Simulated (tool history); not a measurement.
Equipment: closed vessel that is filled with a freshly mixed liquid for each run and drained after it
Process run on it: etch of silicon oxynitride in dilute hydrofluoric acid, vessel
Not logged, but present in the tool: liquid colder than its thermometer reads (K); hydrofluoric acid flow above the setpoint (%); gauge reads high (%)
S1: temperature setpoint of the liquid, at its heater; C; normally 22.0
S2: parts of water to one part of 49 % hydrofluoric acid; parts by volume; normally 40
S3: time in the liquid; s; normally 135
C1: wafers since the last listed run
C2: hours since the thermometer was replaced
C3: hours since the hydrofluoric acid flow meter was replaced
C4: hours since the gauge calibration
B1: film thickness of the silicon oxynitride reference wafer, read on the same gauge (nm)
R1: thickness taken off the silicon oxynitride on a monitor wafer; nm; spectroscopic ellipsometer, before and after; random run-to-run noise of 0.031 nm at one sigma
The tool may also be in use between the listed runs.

run   hour    S1  S2   S3    C1      C2      C3     C4      B1      R1
  1    0.0  22.0  40  135     0  1714.1   778.4  207.3  59.997   5.156
  2   29.0  22.0  40  135  2277  1743.1   807.4  236.3  60.014   5.074
  3   79.6  23.5  40  135  3973  1793.7   858.0  286.9  60.003   5.475
  4   92.2  23.5  40  135   989  1806.3   870.6  299.5  60.001   5.540
  5  149.1  22.0  30  135  4467  1863.2   927.5  356.4  60.002   6.908
  6  167.7  22.0  30  135  1460  1881.8   946.1  375.0  60.002   6.970
  7  180.7  22.0  30  135  1020  1894.8   959.1  388.0  59.997   6.988
  8  214.8  26.0  40  135  2677  1928.9   993.2  422.1  59.993   6.367
  9  249.9  26.0  40  135  2756  1964.0  1028.3  457.2  59.999   6.317
 10  275.8  22.0  40  135  2033  1989.9  1054.2  483.1  59.990   5.197
 11  298.9  22.0  40  135  1813  2013.0  1077.3  506.2  59.991   5.262
     315.9  -- hydrofluoric acid flow meter replaced
 12  377.7  22.0  40  135  6109  2091.8    61.8  585.0  60.015   5.504
 13  412.3  22.0  40  135  2716  2126.4    96.4  619.6  59.994   5.498
 14  444.6  22.0  40  135  2536  2158.7   128.7  651.9  60.014   5.568
 15  479.9  18.5  40  135  2771  2194.0   164.0  687.2  60.028   4.627
 16  494.3  18.5  40  135  1130  2208.4   178.4  701.6  59.985   4.637
     512.2  -- hydrofluoric acid flow meter replaced, repeated, since the last time left the tool worse
 17  520.0  22.0  55   65  1939  2234.1     7.8  727.3  60.000   1.658
 18  535.5  19.0  40  135  1217  2249.6    23.3  742.8  59.982   4.160
     537.3  -- thermometer replaced
 19  560.0  24.5  35  135  1845    22.7    47.8  767.3  60.005   6.265
 20  574.2  17.0  40  135  1115    36.9    62.0  781.5  59.996   3.748
 21  597.7  22.0  40  175  1845    60.4    85.5  805.0  59.977   6.290
 22  621.7  22.0  40  200  1884    84.4   109.5  829.0  59.992   7.162
     631.2  -- gauge calibrated
 23  642.3  26.0  40  135  1617   105.0   130.1   11.1  59.993   5.881
 24  674.3  25.5  50  205  2512   137.0   162.1   43.1  60.011   6.971
 25  689.5  24.5  30  205  1193   152.2   177.3   58.3  59.984  11.181
 26  723.3  17.5  40  135  2654   186.0   211.1   92.1  59.999   3.884
 27  749.5  17.5  30   70  2057   212.2   237.3  118.3  60.004   2.714
 28  762.5  22.0  40  135  1020   225.2   250.3  131.3  60.004   4.905
 29  784.5  25.5  40  135  1727   247.2   272.3  153.3  60.017   5.816
 30  810.7  22.0  40  135  2057   273.4   298.5  179.5  59.983   4.908
 31  824.7  24.0  50  135  1099   287.4   312.5  193.5  60.002   4.305
 32  858.0  25.5  60  135  2614   320.7   345.8  226.8  59.996   3.837
 33  880.0  23.5  25  205  1727   342.7   367.8  248.8  60.022  13.149
 34  910.9  19.5  55  135  2426   373.6   398.7  279.7  60.002   3.158

Run by run, hidden condition taken away, random variation retained:
run      R1
  1   4.847
  2   4.759
  3   5.115
  4   5.172
  5   6.429
  6   6.477
  7   6.487
  8   5.890
  9   5.829
 10   4.788
 11   4.840
 12   4.786
 13   4.770
 14   4.820
 15   3.998
 16   4.002
 17   1.656
 18   4.151
 19   6.239
 20   3.728
 21   6.245
 22   7.098
 23   5.819
 24   6.880
 25  11.026
 26   3.819
 27   2.664
 28   4.809
 29   5.693
 30   4.795
 31   4.200
 32   3.733
 33  12.782
 34   3.061
